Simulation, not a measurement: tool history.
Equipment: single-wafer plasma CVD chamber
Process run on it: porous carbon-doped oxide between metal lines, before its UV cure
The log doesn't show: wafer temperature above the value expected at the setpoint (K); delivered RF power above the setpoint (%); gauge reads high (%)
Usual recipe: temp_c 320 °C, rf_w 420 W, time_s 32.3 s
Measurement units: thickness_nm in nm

run	hour	temp_c	rf_w	time_s	wafers since the last listed run	hours since the last thermocouple change	hours since the last RF generator calibration	hours since the showerhead was replaced	hours since the gauge calibration	read-back reference wafer on the same gauge, thickness_nm	thickness_nm
1	0.0	320	450	30.4	0	1503.8	1339.8	6532.5	26.1	139.973	148.407
2	13.4	320	450	30.4	226	1517.2	1353.2	6545.9	39.5	139.977	147.935
3	27.4	330	420	32.3	236	1531.2	1367.2	6559.9	53.5	140.012	142.636
4	33.9	330	420	32.3	109	1537.7	1373.7	6566.4	60.0	140.018	142.518
5	40.9	320	420	30.2	118	1544.7	1380.7	6573.4	67.0	140.009	141.240
6	58.0	320	420	30.2	288	1561.8	1397.8	6590.5	84.1	139.987	141.212
# hour 68.7: RF generator calibrated
7	69.2	326	440	32.3	53	1573.0	0.5	6601.7	95.3	140.006	150.116
# hour 80.0: thermocouple changed; heater temperature recalibrated
8	80.5	330	460	29.9	55	0.5	11.8	6613.0	106.6	139.975	139.903
9	92.4	328	365	35.7	200	12.4	23.7	6624.9	118.5	139.988	146.487
10	109.9	330	365	32.3	295	29.9	41.2	6642.4	136.0	139.997	131.583
11	116.6	315	385	26.5	113	36.6	47.9	6649.1	142.7	140.010	122.211
# hour 125.3: showerhead replaced
# hour 128.0: gauge calibrated
12	134.1	314	420	28.0	160	54.1	65.4	8.8	6.1	139.955	136.051
13	145.7	335	450	28.1	195	65.7	77.0	20.4	17.7	140.065	126.538
14	162.5	320	420	32.3	283	82.5	93.8	37.2	34.5	140.011	151.306

For each entry between runs, how does the tool's hidden state at the last listed run before it compare with that at the first listed run after it?
From run 6 to run 7: RF generator calibrated (hour 68.7)
  no hidden state differs between the two runs
From run 7 to run 8: thermocouple changed; heater temperature recalibrated (hour 80.0)
  no hidden state differs between the two runs
From run 11 to run 12: showerhead replaced (hour 125.3); gauge calibrated (hour 128.0)
  no hidden state differs between the two runs
